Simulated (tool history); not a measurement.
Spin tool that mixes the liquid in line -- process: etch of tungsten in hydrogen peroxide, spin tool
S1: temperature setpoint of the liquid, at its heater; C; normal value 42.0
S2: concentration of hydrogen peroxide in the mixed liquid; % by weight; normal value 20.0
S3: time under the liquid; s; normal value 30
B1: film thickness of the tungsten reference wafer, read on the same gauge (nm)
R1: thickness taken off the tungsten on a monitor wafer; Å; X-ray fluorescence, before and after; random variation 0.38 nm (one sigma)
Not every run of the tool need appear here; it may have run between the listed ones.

{"run": 1, "hour": 0.0, "S1": 39.5, "S2": 20.0, "S3": 30, "B1": 80.0, "R1": 371.9}
{"run": 2, "hour": 21.2, "S1": 39.5, "S2": 20.0, "S3": 30, "B1": 79.99, "R1": 373.3}
{"run": 3, "hour": 39.7, "S1": 39.5, "S2": 20.0, "S3": 30, "B1": 80.01, "R1": 377.1}
{"run": 4, "hour": 64.0, "S1": 42.0, "S2": 20.0, "S3": 30, "B1": 80.02, "R1": 444.9}
{"run": 5, "hour": 79.2, "S1": 42.0, "S2": 20.0, "S3": 30, "B1": 80.01, "R1": 438.5}
{"run": 6, "hour": 92.8, "S1": 42.0, "S2": 20.0, "S3": 30, "B1": 80.01, "R1": 446.1}
{"run": 7, "hour": 114.1, "S1": 42.0, "S2": 20.0, "S3": 30, "B1": 79.99, "R1": 448.3}
{"run": 8, "hour": 147.3, "S1": 42.0, "S2": 20.0, "S3": 30, "B1": 79.98, "R1": 436.7}
{"hour": 193.9, "done": "new drum of peroxide connected"}
{"run": 9, "hour": 226.0, "S1": 42.0, "S2": 20.0, "S3": 30, "B1": 80.01, "R1": 446.5}
{"hour": 237.8, "done": "heated supply line repaired"}
{"run": 10, "hour": 246.6, "S1": 38.0, "S2": 22.0, "S3": 30, "B1": 80.01, "R1": 360.5}
{"run": 11, "hour": 269.0, "S1": 51.5, "S2": 24.5, "S3": 15, "B1": 80.01, "R1": 453.3}
{"run": 12, "hour": 291.5, "S1": 42.0, "S2": 20.0, "S3": 50, "B1": 80.0, "R1": 747.5}
{"hour": 303.9, "done": "thermometer replaced"}
{"run": 13, "hour": 321.7, "S1": 42.0, "S2": 20.0, "S3": 30, "B1": 79.99, "R1": 449.3}
{"run": 14, "hour": 335.6, "S1": 39.0, "S2": 22.5, "S3": 50, "B1": 79.99, "R1": 648.7}
{"hour": 359.4, "done": "peroxide flow meter replaced"}
{"run": 15, "hour": 369.5, "S1": 45.5, "S2": 20.0, "S3": 25, "B1": 79.99, "R1": 453.1}
{"run": 16, "hour": 398.9, "S1": 36.0, "S2": 25.0, "S3": 30, "B1": 79.97, "R1": 324.4}
{"run": 17, "hour": 425.1, "S1": 42.0, "S2": 20.0, "S3": 30, "B1": 80.01, "R1": 432.8}
{"run": 18, "hour": 454.7, "S1": 42.0, "S2": 20.0, "S3": 30, "B1": 80.01, "R1": 429.0}
{"hour": 490.6, "done": "gauge calibrated"}
{"run": 19, "hour": 496.3, "S1": 34.5, "S2": 25.0, "S3": 30, "B1": 80.02, "R1": 294.4}
{"run": 20, "hour": 517.1, "S1": 42.0, "S2": 25.5, "S3": 30, "B1": 79.99, "R1": 486.4}

For run 21, what comes out?
{"run": 21, "hour": 538.8, "S1": 42.0, "S2": 20.0, "S3": 30, "B1": "?", "R1": "?"}

Run 21 measured B1 79.97, R1 434.2 Å.
Take away the tool's hidden state, keep the run-to-run variation as it was, and the same run would have given R1 426.1 Å.
